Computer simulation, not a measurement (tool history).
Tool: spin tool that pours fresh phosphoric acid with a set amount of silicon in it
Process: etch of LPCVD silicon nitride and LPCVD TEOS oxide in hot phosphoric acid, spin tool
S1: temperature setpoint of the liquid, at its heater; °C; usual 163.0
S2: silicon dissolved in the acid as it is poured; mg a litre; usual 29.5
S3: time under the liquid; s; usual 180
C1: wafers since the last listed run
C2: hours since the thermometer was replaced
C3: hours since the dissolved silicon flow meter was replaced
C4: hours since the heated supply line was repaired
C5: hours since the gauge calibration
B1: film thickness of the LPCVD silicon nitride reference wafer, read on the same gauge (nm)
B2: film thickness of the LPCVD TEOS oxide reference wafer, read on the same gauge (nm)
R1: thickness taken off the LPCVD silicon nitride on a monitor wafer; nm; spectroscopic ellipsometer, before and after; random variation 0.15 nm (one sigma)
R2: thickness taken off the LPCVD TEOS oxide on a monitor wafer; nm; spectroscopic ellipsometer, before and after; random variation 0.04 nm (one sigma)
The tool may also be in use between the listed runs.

run	hour	S1	S2	S3	C1	C2	C3	C4	C5	B1	B2	R1	R2
1	0.0	163.0	29.5	180	0	161.1	122.2	1174.8	1188.4	94.51	31.533	16.86	0.364
2	28.4	165.5	18.5	180	276	189.5	150.6	1203.2	1216.8	94.57	31.535	18.53	0.729
3	58.6	163.0	29.5	180	294	219.7	180.8	1233.4	1247.0	94.71	31.627	17.48	0.401
4	92.4	164.0	29.5	240	329	253.5	214.6	1267.2	1280.8	94.82	31.625	23.99	0.567
5	114.4	166.0	29.5	265	214	275.5	236.6	1289.2	1302.8	94.96	31.634	27.96	0.676
6	135.5	166.0	38.0	285	205	296.6	257.7	1310.3	1323.9	95.03	31.644	29.93	0.453
7	159.8	164.0	29.5	240	236	320.9	282.0	1334.6	1348.2	95.11	31.708	24.01	0.488
8	175.1	162.0	29.5	180	149	336.2	297.3	1349.9	1363.5	95.17	31.753	16.87	0.299
# hour 187.0: gauge calibrated
9	195.8	161.0	49.0	110	201	356.9	318.0	1370.6	8.8	89.53	29.859	9.36	0.064
10	213.8	163.0	29.5	280	175	374.9	336.0	1388.6	26.8	89.59	29.839	24.75	0.487
11	248.8	161.0	50.0	210	341	409.9	371.0	1423.6	61.8	89.72	29.881	17.55	0.124
# hour 271.4: heated supply line repaired
12	271.8	163.0	29.5	180	214	432.9	394.0	0.4	84.8	89.79	29.950	16.26	0.355
13	306.4	163.0	29.5	130	337	467.5	428.6	35.0	119.4	89.89	30.021	11.78	0.217
14	340.3	163.0	39.0	180	330	501.4	462.5	68.9	153.3	90.03	29.975	16.21	0.225
15	366.9	161.0	40.0	280	259	528.0	489.1	95.5	179.9	90.12	30.036	23.70	0.277
16	384.4	165.5	50.0	270	170	545.5	506.6	113.0	197.4	90.19	30.112	26.82	0.199
17	418.0	165.5	50.0	260	327	579.1	540.2	146.6	231.0	90.29	30.142	25.44	0.200
# hour 426.9: thermometer replaced
18	447.5	160.5	43.0	240	277	20.6	569.7	176.1	260.5	90.44	30.175	20.12	0.195
19	476.0	165.5	29.5	180	277	49.1	598.2	204.6	289.0	90.50	30.192	17.75	0.416
20	573.7	160.0	29.5	135	952	146.8	695.9	302.3	386.7	90.90	30.283	11.04	0.165
21	603.8	163.0	29.5	180	293	176.9	726.0	332.4	416.8	91.00	30.306	16.33	0.297
22	628.3	161.0	18.0	105	238	201.4	750.5	356.9	441.3	91.12	30.336	9.01	0.229

Forecast each of these 4 alternatives for the next run:
A	628.8	163.0	29.5	180	4	201.9	751.0	357.4	441.8	?	?	?	?
B	628.8	165.5	15.5	115	4	201.9	751.0	357.4	441.8	?	?	?	?
C	628.8	162.0	43.5	180	4	201.9	751.0	357.4	441.8	?	?	?	?
D	628.8	164.0	48.0	110	4	201.9	751.0	357.4	441.8	?	?	?	?

run	B1	B2	R1	R2
A	91.08	30.361	16.57	0.278
B	91.08	30.361	11.50	0.330
C	91.08	30.361	16.03	0.117
D	91.08	30.361	10.47	0.075
Without the tool's hidden state the same runs would have given:
run	R1	R2
A	16.37	0.275
B	11.36	0.327
C	15.84	0.115
D	10.34	0.074
